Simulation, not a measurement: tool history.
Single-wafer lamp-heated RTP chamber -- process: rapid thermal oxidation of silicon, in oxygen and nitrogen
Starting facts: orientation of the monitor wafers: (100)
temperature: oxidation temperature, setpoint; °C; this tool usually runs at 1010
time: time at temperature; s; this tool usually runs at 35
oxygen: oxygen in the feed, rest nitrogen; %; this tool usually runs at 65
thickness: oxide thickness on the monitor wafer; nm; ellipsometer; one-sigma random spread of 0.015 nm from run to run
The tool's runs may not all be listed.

run,hour,temperature,time,oxygen,wafers since the last listed run,wafers since the last pyrometer calibration,hours since the oxygen flow controller was replaced,hours since the gauge calibration,"read-back reference wafer on the same gauge, thickness",thickness
1,0.0,1032,25,65,0,980,2677.3,401.1,4.589,4.367
2,34.8,1010,35,65,341,1321,2712.1,435.9,4.591,4.373
3,60.2,1010,35,65,248,1570,2737.5,461.3,4.588,4.362
4,79.5,1010,35,65,189,1759,2756.8,480.6,4.590,4.352
5,119.7,1010,35,65,394,2153,2797.0,520.8,4.588,4.434
6,147.4,1010,35,76,271,2425,2824.7,548.5,4.589,4.651
# hour 157.7: pyrometer window cleaned and pyrometer calibrated
7,176.2,1010,35,76,203,181,2853.5,577.3,4.593,4.545
8,254.8,1010,35,76,770,951,2932.1,655.9,4.591,4.600
9,288.8,1010,35,84,333,1284,2966.1,689.9,4.593,4.764
10,308.9,1010,35,84,197,1481,2986.2,710.0,4.586,4.808
11,333.5,1010,35,84,241,1723,3010.8,734.6,4.597,4.753
12,365.1,1010,35,65,309,2032,3042.4,766.2,4.590,4.414
13,378.9,1010,35,65,135,2168,3056.2,780.0,4.586,4.422
14,399.4,1010,35,65,200,2369,3076.7,800.5,4.587,4.437
# hour 420.6: oxygen flow controller replaced
15,421.1,1010,35,65,134,2503,0.5,822.2,4.590,4.416
# hour 442.4: pyrometer window cleaned and pyrometer calibrated
16,445.6,1031,48,65,161,31,25.0,846.7,4.596,5.736
17,463.8,1010,35,65,178,209,43.2,864.9,4.591,4.306
18,489.1,1010,35,65,248,457,68.5,890.2,4.588,4.346
19,507.5,984,27,76,180,638,86.9,908.6,4.593,3.499
20,532.4,1010,35,84,244,882,111.8,933.5,4.589,4.752
21,561.7,991,43,65,287,1169,141.1,962.8,4.590,4.192
22,589.8,1010,51,88,275,1444,169.2,990.9,4.589,5.718
23,623.8,982,35,57,333,1778,203.2,1024.9,4.592,3.533
# hour 675.1: gauge calibrated
# hour 682.0: pyrometer window cleaned and pyrometer calibrated
24,697.6,1010,35,89,645,152,277.0,22.5,4.588,4.828
25,731.1,1010,47,74,328,481,310.5,56.0,4.595,5.102
26,764.9,1010,35,65,331,812,344.3,89.8,4.587,4.347
27,845.9,1001,29,43,794,1606,425.3,170.8,4.593,3.386
28,860.3,1010,35,65,141,1747,439.7,185.2,4.591,4.378
29,882.3,1010,35,65,215,1963,461.7,207.2,4.588,4.428
30,917.9,1010,35,65,348,2312,497.3,242.8,4.594,4.411
# hour 939.8: pyrometer window cleaned and pyrometer calibrated
31,950.8,1010,35,65,244,108,530.2,275.7,4.588,4.340
32,980.6,1010,35,65,292,400,560.0,305.5,4.591,4.311
33,997.7,1028,26,36,167,568,577.1,322.6,4.587,3.621
34,1013.1,1025,35,65,150,719,592.5,338.0,4.592,4.807
35,1029.1,1010,35,81,156,875,608.5,354.0,4.587,4.677
36,1059.3,1023,41,65,296,1171,638.7,384.2,4.592,5.102
37,1081.1,1039,35,65,213,1385,660.5,406.0,4.590,5.310

Forecast each of these 5 alternatives for the next run:
A,1081.6,1010,35,65,4,1390,661.0,406.5,?,?
B,1081.6,1024,35,43,4,1390,661.0,406.5,?,?
C,1081.6,991,22,48,4,1390,661.0,406.5,?,?
D,1081.6,1001,28,53,4,1390,661.0,406.5,?,?
E,1081.6,1001,25,37,4,1390,661.0,406.5,?,?

run,"read-back reference wafer on the same gauge, thickness",thickness
A,4.588,4.374
B,4.588,4.198
C,4.588,3.006
D,4.588,3.549
E,4.588,3.097
Without the tool's hidden state the same runs would have given:
run,thickness
A,4.304
B,4.134
C,2.969
D,3.498
E,3.059
